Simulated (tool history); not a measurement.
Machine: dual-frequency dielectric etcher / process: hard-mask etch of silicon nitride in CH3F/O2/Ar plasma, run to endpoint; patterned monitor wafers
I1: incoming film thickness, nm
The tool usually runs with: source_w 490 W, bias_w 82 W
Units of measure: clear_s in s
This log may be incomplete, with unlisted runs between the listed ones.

run 1 hour=0 | source_w=490 bias_w=82 | I1=54.5 | clear_s=68.2
run 2 hour=23.3 | source_w=490 bias_w=82 | I1=53.8 | clear_s=66.7
run 3 hour=39 | source_w=490 bias_w=93 | I1=54.1 | clear_s=65
run 4 hour=51.2 | source_w=490 bias_w=93 | I1=54.7 | clear_s=66.1
run 5 hour=65.4 | source_w=490 bias_w=82 | I1=54.7 | clear_s=68
run 6 hour=77.5 | source_w=490 bias_w=82 | I1=54.1 | clear_s=67.2
run 7 hour=98.9 | source_w=490 bias_w=82 | I1=54.6 | clear_s=67.8
-- hour=131.4 upper electrode replaced
run 8 hour=131.9 | source_w=490 bias_w=82 | I1=54.8 | clear_s=68
run 9 hour=159.6 | source_w=490 bias_w=82 | I1=54.2 | clear_s=67.7
-- hour=189.9 wet clean of the chamber
run 10 hour=190.4 | source_w=490 bias_w=82 | I1=53.8 | clear_s=68.5
run 11 hour=235.9 | source_w=490 bias_w=82 | I1=53.9 | clear_s=69
run 12 hour=248 | source_w=490 bias_w=82 | I1=54.3 | clear_s=69.1
run 13 hour=279.2 | source_w=490 bias_w=82 | I1=54 | clear_s=68.3
run 14 hour=311.1 | source_w=430 bias_w=90 | I1=54.1 | clear_s=71.4
-- hour=327 source power generator calibrated
run 15 hour=344.2 | source_w=490 bias_w=82 | I1=54.2 | clear_s=67.5
run 16 hour=373.9 | source_w=430 bias_w=72 | I1=53.6 | clear_s=72.7
run 17 hour=398.9 | source_w=540 bias_w=102 | I1=54.1 | clear_s=60.4
-- hour=504.5 bias power generator calibrated
run 18 hour=505 | source_w=550 bias_w=101 | I1=54.2 | clear_s=59.7
run 19 hour=522.6 | source_w=450 bias_w=72 | I1=54.1 | clear_s=71.4
run 20 hour=552.7 | source_w=490 bias_w=99 | I1=54.2 | clear_s=63.8
run 21 hour=571.4 | source_w=550 bias_w=87 | I1=54.3 | clear_s=62
run 22 hour=597.8 | source_w=520 bias_w=90 | I1=54.1 | clear_s=63.1
run 23 hour=623 | source_w=490 bias_w=82 | I1=54.2 | clear_s=66.6
run 24 hour=648.3 | source_w=590 bias_w=99 | I1=54.3 | clear_s=58.4
run 25 hour=676 | source_w=410 bias_w=91 | I1=54.2 | clear_s=70.7
run 26 hour=710.5 | source_w=520 bias_w=75 | I1=54.9 | clear_s=66.1
-- hour=754.9 wet clean of the chamber
run 27 hour=755.4 | source_w=520 bias_w=90 | I1=54.6 | clear_s=64.9
run 28 hour=771.8 | source_w=560 bias_w=91 | I1=54.2 | clear_s=62.2
run 29 hour=787.3 | source_w=600 bias_w=97 | I1=54.4 | clear_s=59.7
run 30 hour=814.5 | source_w=490 bias_w=82 | I1=54.5 | clear_s=68
run 31 hour=839.1 | source_w=560 bias_w=93 | I1=54.4 | clear_s=62
run 32 hour=860.1 | source_w=550 bias_w=102 | I1=54.2 | clear_s=60.6
run 33 hour=892.2 | source_w=600 bias_w=71 | I1=54.6 | clear_s=63.7
run 34 hour=920.1 | source_w=490 bias_w=67 | I1=54.1 | clear_s=70.3
run 35 hour=941.7 | source_w=490 bias_w=82 | I1=53.8 | clear_s=66.7
run 36 hour=963.9 | source_w=490 bias_w=95 | I1=54.3 | clear_s=64.9

3 options for the next run, each taken on its own from the tool as it stands now. Forecast them:
run A hour=964.3 | source_w=490 bias_w=82 | I1=54.1 | clear_s=?
run B hour=964.3 | source_w=490 bias_w=64 | I1=54.1 | clear_s=?
run C hour=964.3 | source_w=530 bias_w=68 | I1=54.1 | clear_s=?

run=A clear_s=67.6
run=B clear_s=71.3
run=C clear_s=67.9
With no hidden state in the tool, these same runs would have given:
run=A clear_s=68.2
run=B clear_s=71.9
run=C clear_s=68.5

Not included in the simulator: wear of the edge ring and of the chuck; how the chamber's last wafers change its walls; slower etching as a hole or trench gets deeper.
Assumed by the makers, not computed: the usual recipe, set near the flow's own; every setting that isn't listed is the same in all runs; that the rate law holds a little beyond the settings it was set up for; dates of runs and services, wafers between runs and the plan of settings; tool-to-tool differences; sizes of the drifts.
